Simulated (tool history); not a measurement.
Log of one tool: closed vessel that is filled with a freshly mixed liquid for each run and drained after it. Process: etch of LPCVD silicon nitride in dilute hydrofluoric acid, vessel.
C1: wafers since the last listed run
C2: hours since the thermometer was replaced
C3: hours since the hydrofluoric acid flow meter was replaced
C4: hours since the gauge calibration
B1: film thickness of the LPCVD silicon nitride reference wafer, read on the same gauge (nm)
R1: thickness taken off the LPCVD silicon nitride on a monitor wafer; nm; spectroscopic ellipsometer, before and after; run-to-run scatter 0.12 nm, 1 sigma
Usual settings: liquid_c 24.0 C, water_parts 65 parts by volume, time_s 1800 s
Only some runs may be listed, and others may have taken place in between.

Run 1, hour 0.0: usual settings; C1 0; C2 2265.8; C3 140.4; C4 304.1; B1 110.00. Result: R1 11.75 nm.
Run 2, hour 65.7: usual settings; C1 1955; C2 2331.5; C3 206.1; C4 369.8; B1 110.02. Result: R1 11.62 nm.
Run 3, hour 105.9: usual settings but liquid_c 25.5 C; C1 1196; C2 2371.7; C3 246.3; C4 410.0; B1 110.01. Result: R1 13.18 nm.
Run 4, hour 161.8: usual settings but liquid_c 21.0 C; C1 1664; C2 2427.6; C3 302.2; C4 465.9; B1 110.04. Result: R1 9.55 nm.
Run 5, hour 189.6: usual settings but liquid_c 21.0 C; C1 827; C2 2455.4; C3 330.0; C4 493.7; B1 109.95. Result: R1 9.62 nm.
Run 6, hour 234.1: usual settings; C1 1324; C2 2499.9; C3 374.5; C4 538.2; B1 109.96. Result: R1 11.86 nm.
Run 7, hour 298.4: usual settings; C1 1914; C2 2564.2; C3 438.8; C4 602.5; B1 109.94. Result: R1 11.73 nm.
Run 8, hour 358.1: usual settings but time_s 2365 s; C1 1777; C2 2623.9; C3 498.5; C4 662.2; B1 109.96. Result: R1 15.48 nm.
At hour 371.8: thermometer replaced.
At hour 402.2: hydrofluoric acid flow meter replaced.
Run 9, hour 543.1: usual settings but time_s 2365 s; C1 5447; C2 171.3; C3 140.9; C4 847.2; B1 110.01. Result: R1 14.33 nm.
Run 10, hour 575.8: usual settings but time_s 2365 s; C1 973; C2 204.0; C3 173.6; C4 879.9; B1 110.01. Result: R1 14.46 nm.
At hour 580.8: thermometer replaced, repeated, since the last time left the tool worse.
At hour 586.5: gauge calibrated.
Run 11, hour 625.0: usual settings but liquid_c 26.5 C, time_s 1510 s; C1 1434; C2 44.2; C3 222.8; C4 38.5; B1 109.97. Result: R1 13.16 nm.
Run 12, hour 688.1: usual settings but liquid_c 21.0 C; C1 1878; C2 107.3; C3 285.9; C4 101.6; B1 110.00. Result: R1 10.90 nm.
Run 13, hour 740.5: usual settings; C1 1559; C2 159.7; C3 338.3; C4 154.0; B1 109.97. Result: R1 13.62 nm.
Run 14, hour 774.7: usual settings but liquid_c 22.0 C, time_s 2480 s; C1 1018; C2 193.9; C3 372.5; C4 188.2; B1 110.01. Result: R1 16.20 nm.
Run 15, hour 815.9: usual settings but liquid_c 20.5 C, water_parts 80 parts by volume, time_s 780 s; C1 1226; C2 235.1; C3 413.7; C4 229.4; B1 109.99. Result: R1 3.69 nm.
Run 16, hour 884.8: usual settings; C1 2051; C2 304.0; C3 482.6; C4 298.3; B1 109.97. Result: R1 13.24 nm.
At hour 919.5: hydrofluoric acid flow meter replaced.
Run 17, hour 924.3: usual settings but liquid_c 20.5 C, water_parts 55 parts by volume; C1 1146; C2 343.5; C3 4.8; C4 337.8; B1 109.96. Result: R1 12.15 nm.
Run 18, hour 960.8: usual settings; C1 1086; C2 380.0; C3 41.3; C4 374.3; B1 109.99. Result: R1 13.17 nm.
Run 19, hour 1017.8: usual settings but water_parts 75 parts by volume, time_s 2465 s; C1 1696; C2 437.0; C3 98.3; C4 431.3; B1 110.00. Result: R1 15.88 nm.
Run 20, hour 1071.1: usual settings but liquid_c 26.0 C, water_parts 45 parts by volume; C1 1586; C2 490.3; C3 151.6; C4 484.6; B1 109.97. Result: R1 21.57 nm.
Run 21, hour 1116.0: usual settings but liquid_c 28.0 C; C1 1336; C2 535.2; C3 196.5; C4 529.5; B1 110.02. Result: R1 17.17 nm.
Run 22, hour 1160.1: usual settings but liquid_c 27.0 C, water_parts 85 parts by volume, time_s 2270 s; C1 1312; C2 579.3; C3 240.6; C4 573.6; B1 109.94. Result: R1 15.51 nm.
Run 23, hour 1191.9: usual settings but water_parts 95 parts by volume, time_s 2835 s; C1 946; C2 611.1; C3 272.4; C4 605.4; B1 110.01. Result: R1 14.11 nm.

Here are 3 independent what-if runs from the current tool condition. What would each one return?
Run A, hour 1193.1: usual settings but time_s 2700 s; C1 35; C2 612.3; C3 273.6; C4 606.6; B1 ?. Result: R1 ?.
Run B, hour 1193.1: usual settings but liquid_c 25.5 C, water_parts 55 parts by volume, time_s 1415 s; C1 35; C2 612.3; C3 273.6; C4 606.6; B1 ?. Result: R1 ?.
Run C, hour 1193.1: usual settings but liquid_c 27.5 C; C1 35; C2 612.3; C3 273.6; C4 606.6; B1 ?. Result: R1 ?.

run      B1     R1
  A  109.97  19.51
  B  109.97  13.32
  C  109.97  16.40
What these runs would have given with no unlogged condition in the tool:
run     R1
  A  20.13
  B  13.74
  C  16.91
